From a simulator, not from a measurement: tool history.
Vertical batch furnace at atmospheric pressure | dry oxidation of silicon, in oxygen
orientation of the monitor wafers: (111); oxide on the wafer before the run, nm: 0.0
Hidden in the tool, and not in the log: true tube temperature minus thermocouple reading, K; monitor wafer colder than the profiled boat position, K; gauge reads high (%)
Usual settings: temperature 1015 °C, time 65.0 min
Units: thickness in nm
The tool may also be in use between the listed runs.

run,hour,temperature,time,wafers since the last listed run,hours since the last temperature calibration,hours since the boat lift was adjusted,hours since the gauge calibration,"read-back reference wafer on the same gauge, thickness",thickness
1,0.0,1015,75.0,0,4066.3,1829.5,313.9,61.97,80.98
2,28.2,1015,75.0,286,4094.5,1857.7,342.1,62.00,80.61
3,48.3,1015,75.0,204,4114.6,1877.8,362.2,61.97,80.72
4,76.0,1015,65.0,281,4142.3,1905.5,389.9,62.00,73.45
5,95.7,1002,81.5,200,4162.0,1925.2,409.6,61.99,77.24
6,124.6,1002,81.5,293,4190.9,1954.1,438.5,62.05,77.25
7,153.0,1002,81.5,288,4219.3,1982.5,466.9,62.02,76.94
8,188.7,1015,65.0,362,4255.0,2018.2,502.6,62.03,73.41
9,204.1,1015,65.0,156,4270.4,2033.6,518.0,61.98,73.25
10,227.7,1015,65.0,239,4294.0,2057.2,541.6,62.02,73.27
# hour 281.2: boat lift adjusted
11,281.7,1015,65.0,304,4348.0,0.5,595.6,62.00,75.30
12,324.4,1015,65.0,434,4390.7,43.2,638.3,62.02,75.20
13,354.2,1015,65.0,302,4420.5,73.0,668.1,62.01,75.33
14,381.9,1001,77.0,281,4448.2,100.7,695.8,61.99,75.64
15,417.0,1007,65.0,356,4483.3,135.8,730.9,62.02,71.06
# hour 430.6: gauge calibrated
# hour 455.2: thermocouples replaced and temperature profile calibrated
16,455.7,1015,65.0,149,0.5,174.5,25.1,62.01,75.26
17,483.2,1015,78.5,279,28.0,202.0,52.6,62.02,85.05
18,496.5,1015,65.0,135,41.3,215.3,65.9,62.01,75.29
19,525.4,1009,90.5,293,70.2,244.2,94.8,62.05,89.40
20,554.2,1015,65.0,292,99.0,273.0,123.6,61.99,75.58
21,587.0,1031,52.0,333,131.8,305.8,156.4,62.07,72.66
22,621.1,1006,81.0,346,165.9,339.9,190.5,62.03,81.26
23,647.4,1015,78.5,267,192.2,366.2,216.8,61.97,85.20
24,673.5,1030,65.0,265,218.3,392.3,242.9,61.98,83.32
25,700.3,1028,65.0,272,245.1,419.1,269.7,61.99,82.19

Hidden state or all else? Some run-to-run changes of thickness, split into what the settings, what came in and random variation would give without the hidden state, and what is left for the hidden state (with any gauge scatter that isn't in both results):
Run 4 -> 5: temperature 1015 -> 1002, time 65.0 -> 81.5. thickness +3.79 nm: hidden state -0.16, all else +3.95.
Run 10 -> 11: boat lift adjusted. thickness +2.03 nm: hidden state +2.17, all else -0.14.
Run 18 -> 19: temperature 1015 -> 1009, time 65.0 -> 90.5. thickness +14.11 nm: hidden state -0.04, all else +14.15.
Run 19 -> 20: temperature 1009 -> 1015, time 90.5 -> 65.0. thickness -13.82 nm: hidden state +0.03, all else -13.85.
